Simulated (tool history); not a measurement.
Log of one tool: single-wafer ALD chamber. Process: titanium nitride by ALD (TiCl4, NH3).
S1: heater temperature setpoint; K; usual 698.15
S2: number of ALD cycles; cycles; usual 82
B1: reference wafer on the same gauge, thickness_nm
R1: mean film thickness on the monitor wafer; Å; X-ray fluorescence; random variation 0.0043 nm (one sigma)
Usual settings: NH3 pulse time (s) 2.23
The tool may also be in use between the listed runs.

{"run": 1, "day": 0.0, "S1": 698.15, "S2": 82, "NH3 pulse time (s)": 2.23, "B1": 1.54, "R1": 18.36}
{"run": 2, "day": 3.829, "S1": 698.15, "S2": 82, "NH3 pulse time (s)": 2.23, "B1": 1.539, "R1": 18.27}
{"run": 3, "day": 5.704, "S1": 698.15, "S2": 82, "NH3 pulse time (s)": 2.23, "B1": 1.539, "R1": 18.31}
{"run": 4, "day": 9.621, "S1": 698.15, "S2": 82, "NH3 pulse time (s)": 1.83, "B1": 1.541, "R1": 18.35}
{"run": 5, "day": 12.654, "S1": 698.15, "S2": 82, "NH3 pulse time (s)": 1.83, "B1": 1.541, "R1": 18.33}
{"run": 6, "day": 16.608, "S1": 698.15, "S2": 82, "NH3 pulse time (s)": 2.23, "B1": 1.541, "R1": 18.32}
{"run": 7, "day": 19.729, "S1": 698.15, "S2": 82, "NH3 pulse time (s)": 2.23, "B1": 1.543, "R1": 18.37}
{"run": 8, "day": 21.746, "S1": 698.15, "S2": 82, "NH3 pulse time (s)": 2.23, "B1": 1.543, "R1": 18.36}
{"run": 9, "day": 23.592, "S1": 698.15, "S2": 82, "NH3 pulse time (s)": 2.23, "B1": 1.543, "R1": 18.3}
{"run": 10, "day": 27.621, "S1": 698.15, "S2": 82, "NH3 pulse time (s)": 2.23, "B1": 1.544, "R1": 18.38}
{"run": 11, "day": 29.608, "S1": 698.15, "S2": 82, "NH3 pulse time (s)": 2.23, "B1": 1.544, "R1": 18.38}
{"run": 12, "day": 32.858, "S1": 694.15, "S2": 75, "NH3 pulse time (s)": 2.23, "B1": 1.545, "R1": 16.8}
{"run": 13, "day": 36.379, "S1": 694.15, "S2": 75, "NH3 pulse time (s)": 2.23, "B1": 1.546, "R1": 16.77}
{"run": 14, "day": 39.35, "S1": 698.15, "S2": 87, "NH3 pulse time (s)": 2.23, "B1": 1.546, "R1": 19.48}
{"run": 15, "day": 42.088, "S1": 698.15, "S2": 87, "NH3 pulse time (s)": 2.23, "B1": 1.547, "R1": 19.47}
{"run": 16, "day": 45.358, "S1": 708.15, "S2": 82, "NH3 pulse time (s)": 2.23, "B1": 1.548, "R1": 18.45}
{"run": 17, "day": 47.871, "S1": 703.15, "S2": 82, "NH3 pulse time (s)": 2.66, "B1": 1.548, "R1": 18.5}
{"run": 18, "day": 50.183, "S1": 698.15, "S2": 82, "NH3 pulse time (s)": 2.23, "B1": 1.549, "R1": 18.4}
{"run": 19, "day": 54.512, "S1": 711.15, "S2": 93, "NH3 pulse time (s)": 2.23, "B1": 1.55, "R1": 20.86}
{"run": 20, "day": 58.275, "S1": 698.15, "S2": 82, "NH3 pulse time (s)": 2.23, "B1": 1.55, "R1": 18.51}
{"day": 58.425, "done": "gauge calibrated"}
{"run": 21, "day": 61.708, "S1": 698.15, "S2": 82, "NH3 pulse time (s)": 1.98, "B1": 1.53, "R1": 18.25}
{"run": 22, "day": 65.3, "S1": 694.15, "S2": 88, "NH3 pulse time (s)": 2.76, "B1": 1.532, "R1": 19.6}
{"run": 23, "day": 69.55, "S1": 698.15, "S2": 82, "NH3 pulse time (s)": 2.23, "B1": 1.53, "R1": 18.12}
{"day": 72.646, "done": "showerhead replaced"}
{"run": 24, "day": 73.721, "S1": 685.15, "S2": 67, "NH3 pulse time (s)": 2.23, "B1": 1.53, "R1": 14.83}
{"run": 25, "day": 76.05, "S1": 684.15, "S2": 82, "NH3 pulse time (s)": 2.23, "B1": 1.532, "R1": 18.17}
{"run": 26, "day": 78.917, "S1": 698.15, "S2": 73, "NH3 pulse time (s)": 2.89, "B1": 1.531, "R1": 16.29}
{"run": 27, "day": 81.546, "S1": 685.15, "S2": 94, "NH3 pulse time (s)": 1.74, "B1": 1.531, "R1": 20.69}
{"run": 28, "day": 83.733, "S1": 712.15, "S2": 88, "NH3 pulse time (s)": 2.67, "B1": 1.531, "R1": 19.55}
{"run": 29, "day": 86.554, "S1": 702.15, "S2": 82, "NH3 pulse time (s)": 1.78, "B1": 1.531, "R1": 18.09}
{"day": 87.579, "done": "thermocouple changed; heater temperature recalibrated"}
{"run": 30, "day": 90.017, "S1": 709.15, "S2": 73, "NH3 pulse time (s)": 3.12, "B1": 1.532, "R1": 16.26}
{"run": 31, "day": 102.008, "S1": 698.15, "S2": 78, "NH3 pulse time (s)": 2.23, "B1": 1.531, "R1": 17.3}
{"run": 32, "day": 104.388, "S1": 698.15, "S2": 82, "NH3 pulse time (s)": 2.23, "B1": 1.533, "R1": 18.25}
{"run": 33, "day": 108.804, "S1": 698.15, "S2": 87, "NH3 pulse time (s)": 1.68, "B1": 1.532, "R1": 19.26}
{"run": 34, "day": 110.571, "S1": 698.15, "S2": 82, "NH3 pulse time (s)": 2.23, "B1": 1.533, "R1": 18.24}
{"run": 35, "day": 121.358, "S1": 698.15, "S2": 76, "NH3 pulse time (s)": 2.78, "B1": 1.533, "R1": 16.97}
{"run": 36, "day": 124.146, "S1": 698.15, "S2": 82, "NH3 pulse time (s)": 2.23, "B1": 1.534, "R1": 18.21}
{"run": 37, "day": 127.408, "S1": 712.15, "S2": 94, "NH3 pulse time (s)": 1.9, "B1": 1.534, "R1": 20.83}
{"run": 38, "day": 128.95, "S1": 698.15, "S2": 82, "NH3 pulse time (s)": 2.23, "B1": 1.534, "R1": 18.19}
{"run": 39, "day": 133.35, "S1": 698.15, "S2": 82, "NH3 pulse time (s)": 1.34, "B1": 1.535, "R1": 18.1}
{"run": 40, "day": 137.592, "S1": 698.15, "S2": 82, "NH3 pulse time (s)": 2.23, "B1": 1.535, "R1": 18.28}

Forecast each of these 4 alternatives for the next run:
{"run": "A", "day": 137.617, "S1": 698.15, "S2": 82, "NH3 pulse time (s)": 2.23, "B1": "?", "R1": "?"}
{"run": "B", "day": 137.617, "S1": 698.15, "S2": 77, "NH3 pulse time (s)": 2.86, "B1": "?", "R1": "?"}
{"run": "C", "day": 137.617, "S1": 713.15, "S2": 82, "NH3 pulse time (s)": 2.23, "B1": "?", "R1": "?"}
{"run": "D", "day": 137.617, "S1": 705.15, "S2": 70, "NH3 pulse time (s)": 2.64, "B1": "?", "R1": "?"}

run=A B1=1.535 R1=18.18
run=B B1=1.535 R1=17.14
run=C B1=1.535 R1=18.17
run=D B1=1.535 R1=15.56
Without the tool's hidden state the same runs would have given:
run=A R1=18.12
run=B R1=17.08
run=C R1=18.11
run=D R1=15.5

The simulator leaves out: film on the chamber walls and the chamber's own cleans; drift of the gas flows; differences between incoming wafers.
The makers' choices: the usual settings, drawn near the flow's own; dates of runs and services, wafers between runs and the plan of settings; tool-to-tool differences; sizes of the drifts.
